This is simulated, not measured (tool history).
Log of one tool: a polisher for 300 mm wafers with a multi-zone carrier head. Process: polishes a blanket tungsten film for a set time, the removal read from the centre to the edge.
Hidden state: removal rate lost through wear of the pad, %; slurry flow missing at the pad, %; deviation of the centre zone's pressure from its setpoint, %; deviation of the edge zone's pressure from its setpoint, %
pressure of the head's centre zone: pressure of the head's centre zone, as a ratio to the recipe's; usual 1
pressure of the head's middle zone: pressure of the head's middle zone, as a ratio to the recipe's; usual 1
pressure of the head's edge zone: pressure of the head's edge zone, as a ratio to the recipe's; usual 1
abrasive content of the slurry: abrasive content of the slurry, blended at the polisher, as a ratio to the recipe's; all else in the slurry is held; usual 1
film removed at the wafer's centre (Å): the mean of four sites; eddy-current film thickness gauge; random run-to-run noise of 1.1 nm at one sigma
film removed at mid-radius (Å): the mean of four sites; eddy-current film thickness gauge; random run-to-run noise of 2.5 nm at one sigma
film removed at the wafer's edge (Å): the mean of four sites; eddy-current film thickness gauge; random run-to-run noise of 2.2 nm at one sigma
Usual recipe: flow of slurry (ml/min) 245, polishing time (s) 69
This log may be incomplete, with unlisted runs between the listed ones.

run	hour	flow of slurry (ml/min)	pressure of the head's centre zone	pressure of the head's middle zone	pressure of the head's edge zone	abrasive content of the slurry	polishing time (s)	wafers since the last listed run	wafers polished on this pad	hours since the slurry nozzle was cleaned	hours since the centre zone pressure was calibrated	hours since the edge zone pressure was calibrated	hours since the carrier head's membrane was replaced	incoming thickness of the incoming film, nm	film removed at the wafer's centre (Å)	film removed at mid-radius (Å)	film removed at the wafer's edge (Å)
1	0	245	1.1	1.09	1.12	1	48	0	2157	627.6	598.3	644.1	1118.4	1088.8	1134	1152	1106
# hour 69.6: carrier head's membrane replaced by a new one
2	70.1	215	1	1	1	1	69	432	2590	697.7	668.4	714.2	0.5	1107.4	1370	1410	1445
# hour 97.7: slurry nozzle cleaned
# hour 114: edge zone pressure recalibrated
3	155	245	1.1	1.09	1.12	1	48	543	3133	57.3	753.3	41	85.4	1095.1	1210	1175	1134
# hour 231.6: centre zone pressure recalibrated
4	235.8	245	1	1	1	0.85	69	523	3656	138.1	4.2	121.8	166.2	1084.9	1502	1611	1536
# hour 361: worn pad replaced by a new one
5	371.4	245	1	1	1	1	69	873	68	273.7	139.8	257.4	301.8	1069.9	1529	1587	1557
6	584.4	245	1	1	1	1	80	1414	1483	486.7	352.8	470.4	514.8	1105.6	1727	1843	1763
7	682.2	160	1	1	1	1.3	69	649	2132	584.5	450.6	568.2	612.6	1099.1	1117	1198	1334
8	752	320	1	1	1	1	69	463	2595	654.3	520.4	638	682.4	1105.1	1559	1621	1563
9	874.7	245	1	1	1	1	69	814	3410	777	643.1	760.7	805.1	1078.3	1442	1557	1466
# hour 892.8: edge zone pressure recalibrated
# hour 945.5: centre zone pressure recalibrated
# hour 947.3: slurry nozzle cleaned
10	961.3	245	1	1.04	1.04	1	60	541	3952	14	15.8	68.5	891.7	1065.7	1378	1493	1440
# hour 1023.2: worn pad replaced by a new one
11	1110.8	245	1	1	1	1	69	966	581	163.5	165.3	218	1041.2	1066	1524	1591	1543
12	1213	245	1	1	0.88	1	52	678	1259	265.7	267.5	320.2	1143.4	1104.4	1114	1165	1074
13	1289.6	245	1	1	1	1.2	69	508	1768	342.3	344.1	396.8	1220	1084.7	1547	1588	1580
14	1396	245	1	1.11	1	1.25	91	706	2474	448.7	450.5	503.2	1326.4	1092.8	2013	2309	2097
15	1452.9	245	0.97	1	1	1	69	377	2852	505.6	507.4	560.1	1383.3	1083.7	1411	1546	1461
16	1501	190	1	1.07	1	1	62	319	3172	553.7	555.5	608.2	1431.4	1093.8	1137	1257	1258
# hour 1507.4: carrier head's membrane replaced by a new one
17	1540.9	245	1	1	1	1	69	231	3403	593.6	595.4	648.1	33.5	1095.1	1443	1478	1494
18	1581.5	245	1.09	0.9	0.9	1	69	269	3673	634.2	636	688.7	74.1	1090.7	1579	1341	1421
# hour 1585.3: edge zone pressure recalibrated
# hour 1616.3: centre zone pressure recalibrated
19	1680.3	245	0.93	1	1	1	69	629	4302	733	64	95	172.9	1091.1	1338	1545	1476
# hour 1716.7: slurry nozzle cleaned
# hour 1732.8: worn pad replaced by a new one
20	1749	245	1	1	1	1	69	422	107	32.3	132.7	163.7	241.6	1083.7	1574	1635	1555
21	1836	245	1	1	0.94	0.8	69	577	685	119.3	219.7	250.7	328.6	1082.9	1483	1546	1458
22	1873.4	245	1	1	1	1	69	248	933	156.7	257.1	288.1	366	1089.8	1518	1582	1557

For each run, what was the tool's unlogged condition?
removal rate lost through wear of the pad, %: 0 in every run
deviation of the centre zone's pressure from its setpoint, %: 0 in every run
deviation of the edge zone's pressure from its setpoint, %: 0 in every run
H1: slurry flow missing at the pad, %
run	H1
1	22.5
2	23
3	5.63
4	10.7
5	16.4
6	20.9
7	21.9
8	22.5
9	23.2
10	4.62
11	14.5
12	18.6
13	20.7
14	22.8
15	23.6
16	24.1
17	24.5
18	24.8
19	25.4
20	5.38
21	11.4
22	13.4

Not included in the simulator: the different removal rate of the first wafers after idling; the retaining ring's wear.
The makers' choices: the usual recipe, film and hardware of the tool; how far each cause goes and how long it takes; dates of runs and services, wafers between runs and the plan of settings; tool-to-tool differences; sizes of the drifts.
